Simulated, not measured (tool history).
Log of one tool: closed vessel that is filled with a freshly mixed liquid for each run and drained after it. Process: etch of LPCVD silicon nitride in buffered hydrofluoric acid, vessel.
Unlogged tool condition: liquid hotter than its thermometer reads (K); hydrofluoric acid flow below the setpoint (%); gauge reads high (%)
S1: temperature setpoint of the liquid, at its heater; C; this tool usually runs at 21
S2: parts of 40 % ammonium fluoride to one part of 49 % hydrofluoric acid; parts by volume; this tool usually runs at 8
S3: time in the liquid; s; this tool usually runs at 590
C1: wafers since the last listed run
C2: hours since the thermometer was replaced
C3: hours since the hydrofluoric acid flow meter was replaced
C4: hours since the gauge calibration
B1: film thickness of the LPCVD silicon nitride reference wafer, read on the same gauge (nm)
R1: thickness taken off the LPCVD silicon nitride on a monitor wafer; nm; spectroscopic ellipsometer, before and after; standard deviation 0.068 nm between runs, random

run     day    S1   S2   S3    C1      C2      C3     C4     B1     R1
  1       0    21    8  845     0    1383   793.6  295.1  91.79   14.8
  2   2.175    21    8  860  2221  1435.2   845.8  347.3  91.95  15.08
  3    4.95    21    8  860  2833  1501.8   912.4  413.9  92.03  15.19
  4   6.979    21    8  860  2072  1550.5   961.1  462.6  92.06  14.96
  5   9.908    21    8  590  2991  1620.8  1031.4  532.9  92.11  10.44
     11.154  -- gauge calibrated
  6  12.088    21    8  590  2225  1673.1  1083.7   22.4   90.2  10.07
  7  13.621    21    8  590  1565  1709.9  1120.5   59.2  90.55   10.1
  8  22.283  19.5    8  590  8846  1917.8  1328.4  267.1  91.67   9.33
     22.512  -- hydrofluoric acid flow meter replaced
  9  23.608    19    8  590  1310  1949.6    26.3  298.9  91.73   9.16
     24.638  -- thermometer replaced
 10  25.033    25    9  590  1412     9.5    60.5  333.1   91.8   11.3
 11  27.638    21    8  590  2659      72     123  395.6  91.89  10.41
 12  29.662    21  5.5  325  2067   120.6   171.6  444.2     92   8.09
 13  31.929    21    8  590  2314     175     226  498.6  92.05  10.29
 14  33.888    17    8  780  1999     222     273  545.6  92.07  10.87

Branching from run 14: 3 alternative next runs. What would each branch give?
  A  33.921  18.5     8  590  34  222.8  273.8  546.4   ?   ?
  B  33.921    21  10.5  845  34  222.8  273.8  546.4   ?   ?
  C  33.921    19    11  590  34  222.8  273.8  546.4   ?   ?

run     B1     R1
  A  92.03   8.99
  B  92.03  11.63
  C  92.03   6.94
Had the tool no hidden state, the same runs would have come out as:
run     R1
  A   8.79
  B  11.37
  C   6.78

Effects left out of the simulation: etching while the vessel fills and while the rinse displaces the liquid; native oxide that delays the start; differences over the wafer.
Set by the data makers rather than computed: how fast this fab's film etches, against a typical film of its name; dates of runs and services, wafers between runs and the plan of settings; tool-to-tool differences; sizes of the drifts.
